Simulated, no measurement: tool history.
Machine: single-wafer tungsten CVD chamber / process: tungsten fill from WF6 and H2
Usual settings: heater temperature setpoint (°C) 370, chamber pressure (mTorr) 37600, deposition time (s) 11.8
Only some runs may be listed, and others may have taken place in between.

run,hour,heater temperature setpoint (°C),chamber pressure (mTorr),deposition time (s),"read-back reference wafer on the same gauge, thickness_nm",mean film thickness on the monitor wafer (Å)
1,0,370,37600,11.8,22.101,208.19
2,33.8,370,37600,11.8,22.114,209.7
3,71,370,37600,11.8,22.114,210.68
4,139.1,370,37600,11.8,22.107,211.38
5,169.4,370,37600,11.8,22.107,211.59
6,194.1,370,37600,11.8,22.096,211.84
7,253.1,370,42600,11.8,22.083,224.9
8,311.2,370,37600,11.8,22.1,214.01
9,343.8,370,39900,11.8,22.064,216.47
10,388.4,370,39900,11.8,22.114,219.63
11,458.1,370,39900,11.8,22.087,219.9
# hour 524.4: showerhead replaced
12,524.9,370,37600,10.3,22.098,185.25
13,549.6,370,34600,11.8,22.079,205.48
# hour 606.9: gauge calibrated
# hour 616.6: thermocouple changed; heater temperature recalibrated
14,617.1,370,37600,11.8,22.071,216.61
15,677.8,370,37600,11.8,22.084,216.44
# hour 731.9: capacitance manometer re-zeroed and calibrated
16,736.8,370,37600,11.8,22.07,210.6
17,765.4,370,37600,11.8,22.089,207.52
18,790.5,370,37600,11.8,22.14,210.25
19,840.8,379,31800,12.9,22.099,244.83
20,900.6,370,37600,11.8,22.104,208.42
21,963.8,370,37600,11.8,22.093,206.11
22,987.9,370,37600,10.4,22.125,183.41
23,1042.5,370,37600,11.8,22.084,209.85
24,1098.8,370,37600,11.8,22.091,209.27
25,1151.1,361,31300,13,22.132,175.58
26,1201.7,370,37600,13.1,22.121,234.11
27,1245.5,366,29700,11.8,22.067,170.35
28,1309.4,370,37600,11.8,22.138,209.69
29,1338.8,382,42700,11,22.112,259.06
30,1378.3,370,40500,10.8,22.106,201.65
31,1497.7,370,45700,12.5,22.114,245.06
32,1559.7,370,37600,11.8,22.061,211.96
33,1589.4,365,32400,11.8,22.139,177.33
34,1626.6,370,30000,9.9,22.099,156.78

Hidden state, per run?
wafer temperature above the value expected at the setpoint (K): 0 on each run
gauge reads high (%): 0 on each run
H1: true pressure above the setpoint (%)
run,H1
1,1.66
2,1.84
3,2.05
4,2.45
5,2.64
6,2.8
7,3.19
8,3.61
9,3.86
10,4.2
11,4.78
12,5.36
13,5.58
14,6.21
15,6.81
16,0.426
17,0.43
18,0.438
19,0.469
20,0.53
21,0.622
22,0.665
23,0.778
24,0.917
25,1.07
26,1.23
27,1.39
28,1.64
29,1.77
30,1.95
31,2.57
32,2.93
33,3.11
34,3.35
